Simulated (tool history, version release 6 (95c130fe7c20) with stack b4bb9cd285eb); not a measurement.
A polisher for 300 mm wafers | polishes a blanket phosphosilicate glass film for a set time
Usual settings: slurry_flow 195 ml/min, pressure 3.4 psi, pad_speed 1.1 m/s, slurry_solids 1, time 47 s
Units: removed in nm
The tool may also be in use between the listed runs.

| run | hour | slurry_flow | pressure | pad_speed | slurry_solids | time | wafers since the last listed run | wafers polished on this pad | hours since the slurry nozzle was cleaned | hours since the head pressure was calibrated | hours since the slurry blender was calibrated | hours since the conditioning disc was replaced | incoming thickness of the incoming film, nm | removed |
|---|---|---|---|---|---|---|---|---|---|---|---|---|---|---|
| 1 | 0 | 225 | 2.9 | 1.1 | 1 | 47 | 0 | 124 | 430.4 | 169.7 | 33 | 292.5 | 4558.9 | 463.9 |
| 2 | 33.8 | 195 | 3.4 | 0.94 | 1 | 47 | 345 | 469 | 464.2 | 203.5 | 66.8 | 326.3 | 4642.7 | 417.4 |
| 3 | 52.4 | 195 | 3.4 | 1.1 | 0.85 | 47 | 190 | 659 | 482.8 | 222.1 | 85.4 | 344.9 | 4626.7 | 454.1 |
| 4 | 71.9 | 195 | 3.4 | 1.1 | 0.85 | 47 | 199 | 859 | 502.3 | 241.6 | 104.9 | 364.4 | 4504.3 | 430.5 |
|  | 101.7 | slurry blender recalibrated |
|  | 102.2 | worn pad replaced by a new one |
| 5 | 104.9 | 195 | 3.4 | 1.1 | 0.85 | 47 | 311 | 27 | 535.3 | 274.6 | 3.2 | 397.4 | 4528.6 | 485.4 |
| 6 | 124.2 | 195 | 3.4 | 1.1 | 1 | 47 | 197 | 224 | 554.6 | 293.9 | 22.5 | 416.7 | 4656.8 | 477.1 |
| 7 | 136.4 | 195 | 3.4 | 1.1 | 1.1 | 47 | 124 | 349 | 566.8 | 306.1 | 34.7 | 428.9 | 4630.2 | 494.7 |
| 8 | 161.1 | 195 | 3.4 | 0.88 | 1 | 47 | 252 | 601 | 591.5 | 330.8 | 59.4 | 453.6 | 4584.9 | 394.9 |
| 9 | 179.4 | 195 | 3.4 | 0.88 | 1 | 47 | 187 | 788 | 609.8 | 349.1 | 77.7 | 471.9 | 4654.8 | 389.6 |
|  | 193.5 | worn pad replaced by a new one |
|  | 197.3 | slurry nozzle cleaned |
| 10 | 204.9 | 195 | 3.4 | 0.88 | 1 | 47 | 209 | 106 | 7.6 | 374.6 | 103.2 | 497.4 | 4620.9 | 393 |
|  | 225.3 | slurry blender recalibrated |
| 11 | 232 | 195 | 3.4 | 1.1 | 1 | 47 | 256 | 362 | 34.7 | 401.7 | 6.7 | 524.5 | 4531.7 | 479.4 |
| 12 | 259.1 | 240 | 3.4 | 1.1 | 1 | 37 | 276 | 639 | 61.8 | 428.8 | 33.8 | 551.6 | 4548.8 | 366.3 |
|  | 281.4 | conditioning disc replaced and pad reconditioned |
| 13 | 287.9 | 130 | 4.3 | 1.28 | 1 | 47 | 273 | 913 | 90.6 | 457.6 | 62.6 | 6.5 | 4510.5 | 587.3 |
|  | 296 | worn pad replaced by a new one |
| 14 | 308.5 | 195 | 3.4 | 1.1 | 1 | 47 | 169 | 127 | 111.2 | 478.2 | 83.2 | 27.1 | 4616.1 | 487.2 |
| 15 | 323.2 | 160 | 2.7 | 1.1 | 1 | 37 | 150 | 277 | 125.9 | 492.9 | 97.9 | 41.8 | 4545.7 | 322.8 |
|  | 356.3 | head pressure recalibrated |
|  | 359.3 | slurry blender recalibrated |
| 16 | 359.8 | 195 | 3.4 | 1.1 | 1 | 47 | 333 | 610 | 162.5 | 3.5 | 0.5 | 78.4 | 4555.7 | 519.6 |
| 17 | 382.7 | 165 | 4 | 1.1 | 1 | 47 | 234 | 844 | 185.4 | 26.4 | 23.4 | 101.3 | 4560.1 | 538.7 |
|  | 396.1 | worn pad replaced by a new one |
| 18 | 397.1 | 125 | 3.4 | 1.3 | 1 | 47 | 106 | 10 | 199.8 | 40.8 | 37.8 | 115.7 | 4583.1 | 511.3 |
| 19 | 413.2 | 195 | 4.1 | 1.1 | 1 | 47 | 164 | 175 | 215.9 | 56.9 | 53.9 | 131.8 | 4540.6 | 547.7 |
| 20 | 425.8 | 140 | 4.2 | 1.1 | 1 | 32 | 128 | 303 | 228.5 | 69.5 | 66.5 | 144.4 | 4553.3 | 351.1 |
| 21 | 452 | 255 | 3.4 | 1.1 | 1 | 47 | 267 | 571 | 254.7 | 95.7 | 92.7 | 170.6 | 4589.8 | 490.4 |
| 22 | 470.2 | 195 | 3.4 | 1.1 | 1 | 47 | 185 | 757 | 272.9 | 113.9 | 110.9 | 188.8 | 4618 | 463 |
|  | 477.5 | slurry blender recalibrated |
|  | 492 | worn pad replaced by a new one |
| 23 | 497 | 195 | 3.4 | 1.1 | 0.8 | 47 | 212 | 50 | 299.7 | 140.7 | 19.5 | 215.6 | 4594.8 | 457 |
| 24 | 515.2 | 130 | 2.3 | 1.42 | 1 | 32 | 185 | 236 | 317.9 | 158.9 | 37.7 | 233.8 | 4528.1 | 300.2 |

Forecast each of these 3 alternatives for the next run:
| A | 515.6 | 250 | 3.4 | 1.1 | 1 | 47 | 4 | 241 | 318.3 | 159.3 | 38.1 | 234.2 | 4517.4 | ? |
| B | 515.6 | 125 | 3.4 | 1.1 | 0.8 | 47 | 4 | 241 | 318.3 | 159.3 | 38.1 | 234.2 | 4517.4 | ? |
| C | 515.6 | 160 | 4.3 | 1.44 | 1 | 47 | 4 | 241 | 318.3 | 159.3 | 38.1 | 234.2 | 4517.4 | ? |

| run | removed |
|---|---|
| A | 497.8 |
| B | 405.5 |
| C | 658.6 |
Without the tool's hidden state the same runs would have given:
| run | removed |
|---|---|
| A | 549.4 |
| B | 449.8 |
| C | 740.1 |

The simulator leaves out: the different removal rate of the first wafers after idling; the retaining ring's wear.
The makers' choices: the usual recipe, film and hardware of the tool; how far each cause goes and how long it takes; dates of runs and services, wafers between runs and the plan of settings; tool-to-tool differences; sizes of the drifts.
